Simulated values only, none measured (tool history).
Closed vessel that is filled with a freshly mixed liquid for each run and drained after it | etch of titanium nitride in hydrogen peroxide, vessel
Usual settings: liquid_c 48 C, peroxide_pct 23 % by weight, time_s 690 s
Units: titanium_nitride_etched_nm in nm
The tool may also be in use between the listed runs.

run	hour	liquid_c	peroxide_pct	time_s	wafers since the last listed run	hours since the thermometer was replaced	hours since the peroxide flow meter was replaced	hours since the drum of peroxide was connected	hours since the gauge calibration	read-back film thickness of the titanium nitride reference wafer, read on the same gauge (nm)	titanium_nitride_etched_nm
1	0	48	23	690	0	298.3	690	455.3	1191.9	130.04	28.82
2	104.7	48	23	690	7656	403	794.7	560	1296.6	130	28.99
3	156.4	48	23	690	3780	454.7	846.4	611.7	1348.3	130.02	28.94
4	237.3	48	23	690	5916	535.6	927.3	692.6	1429.2	130	28.77
5	340	48	23	690	7510	638.3	1030	795.3	1531.9	130.01	28.61
6	434.9	48	27	555	6940	733.2	1124.9	890.2	1626.8	130.01	23.89
# hour 498.6: peroxide flow meter replaced
7	532.4	48	23	690	7057	830.7	33.8	987.7	1724.3	130.05	28.34
8	606.9	48	23	690	5448	905.2	108.3	1062.2	1798.8	129.98	28.56
9	693.3	48	23	690	6318	991.6	194.7	1148.6	1885.2	129.99	28.48
10	739.8	48	23	690	3400	1038.1	241.2	1195.1	1931.7	129.98	28.03
11	781.3	48	23	690	3034	1079.6	282.7	1236.6	1973.2	130.02	28.18
12	878.9	48	23	690	7137	1177.2	380.3	1334.2	2070.8	130.01	27.94
13	950.9	48	23	690	5265	1249.2	452.3	1406.2	2142.8	129.97	28.24
# hour 967.1: new drum of peroxide connected
14	1025.1	48	23	690	5353	1323.4	526.5	58	2217	130.02	28.56
15	1067.3	54	25	325	3086	1365.6	568.7	100.2	2259.2	130	20.97
16	1135.9	48	19	550	5016	1434.2	637.3	168.8	2327.8	129.94	21.75
17	1224.1	57.5	23	690	6450	1522.4	725.5	257	2416	130	56.02
18	1320.5	48	27	555	7049	1618.8	821.9	353.4	2512.4	130.02	23.68
19	1400.4	39.5	23	810	5843	1698.7	901.8	433.3	2592.3	129.99	17.27
# hour 1400.5: gauge calibrated
20	1467.6	48	25	305	4914	1765.9	969	500.5	67.1	130	12.63
# hour 1543.2: peroxide flow meter replaced
21	1556	48	23	305	6391	1854.3	12.8	588.9	155.5	130.01	12.36
# hour 1607.9: thermometer replaced
22	1657	56	26	460	7313	49.1	113.8	689.9	256.5	130.03	34.92
23	1717.5	48	23	690	4424	109.6	174.3	750.4	317	129.97	28.66
24	1771.1	48	23	690	3919	163.2	227.9	804	370.6	130	28.97
25	1825	48	23	690	3941	217.1	281.8	857.9	424.5	129.99	29.03

Run 26 comes next. What will it give?
26	1918.6	42.5	25.5	690	6845	310.7	375.4	951.5	518.1	?	?

read-back film thickness of the titanium nitride reference wafer, read on the same gauge (nm): 129.96
titanium_nitride_etched_nm: 19.38 nm
Without the tool's hidden state the same run would have given titanium_nitride_etched_nm 19.97 nm.
